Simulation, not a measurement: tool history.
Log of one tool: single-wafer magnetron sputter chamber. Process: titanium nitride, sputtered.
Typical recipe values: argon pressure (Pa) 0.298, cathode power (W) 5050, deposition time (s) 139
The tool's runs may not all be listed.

run	hour	argon pressure (Pa)	cathode power (W)	deposition time (s)	read-back reference wafer on the same gauge, thickness_nm	mean film thickness on the monitor wafer (angstrom)
1	0	0.26	4250	139	145.02	1334.36
2	62.9	0.298	5050	139	144.908	1488.91
3	138.5	0.298	5050	139	145.027	1478.54
4	231.7	0.298	5050	139	144.942	1467.44
5	333.6	0.298	5050	121	144.852	1343.36
6	431.4	0.298	5050	121	144.796	1328.96
7	530.6	0.298	5050	121	145.03	1322.98
8	622.9	0.298	5050	139	145.005	1499.4
9	682.2	0.298	5050	139	144.759	1489.43
10	745.1	0.298	5050	121	144.907	1304.09
11	811.5	0.23	5050	139	145.027	1579.84
12	884	0.411	5750	123	144.978	1433.26
13	922	0.415	5050	130	144.91	1351.09
14	995.1	0.26	6000	119	145.12	1518.7
15	1062.8	0.18	5850	154	144.927	1959.22
16	1161.4	0.404	5450	156	145.088	1718.93
17	1213.3	0.298	5050	139	145.048	1483.85

Taken out of this log: 5 entries between the listed runs. Where each belongs, and how the hidden state differs across it:
Logged between run 4 and run 5: sputter target and shields replaced (hour 333.1)
  deposition rate above that of a new target (%): -3.64 -> -0.206
  what was measured, less what the result would be without the hidden state, mean film thickness on the monitor wafer (angstrom): -55.48 -> -2.77
Logged between run 5 and run 6: magnet pack replaced (hour 420.4)
  deposition rate above that of a new target (%): -0.206 -> -0.909
  what was measured, less what the result would be without the hidden state, mean film thickness on the monitor wafer (angstrom): -2.77 -> -12.19
Logged between run 6 and run 7: capacitance manometer re-zeroed and calibrated (hour 530.1)
  deposition rate above that of a new target (%): -0.909 -> -1.62
  what was measured, less what the result would be without the hidden state, mean film thickness on the monitor wafer (angstrom): -12.19 -> -21.82
Logged between run 8 and run 9: gauge calibrated (hour 636.1)
  deposition rate above that of a new target (%): -2.29 -> -2.71
  what was measured, less what the result would be without the hidden state, mean film thickness on the monitor wafer (angstrom): -35.09 -> -41.54
Logged between run 10 and run 11: sputter target and shields replaced (hour 781.2)
  deposition rate above that of a new target (%): -3.17 -> -0.323
  what was measured, less what the result would be without the hidden state, mean film thickness on the monitor wafer (angstrom): -42.64 -> -5.12
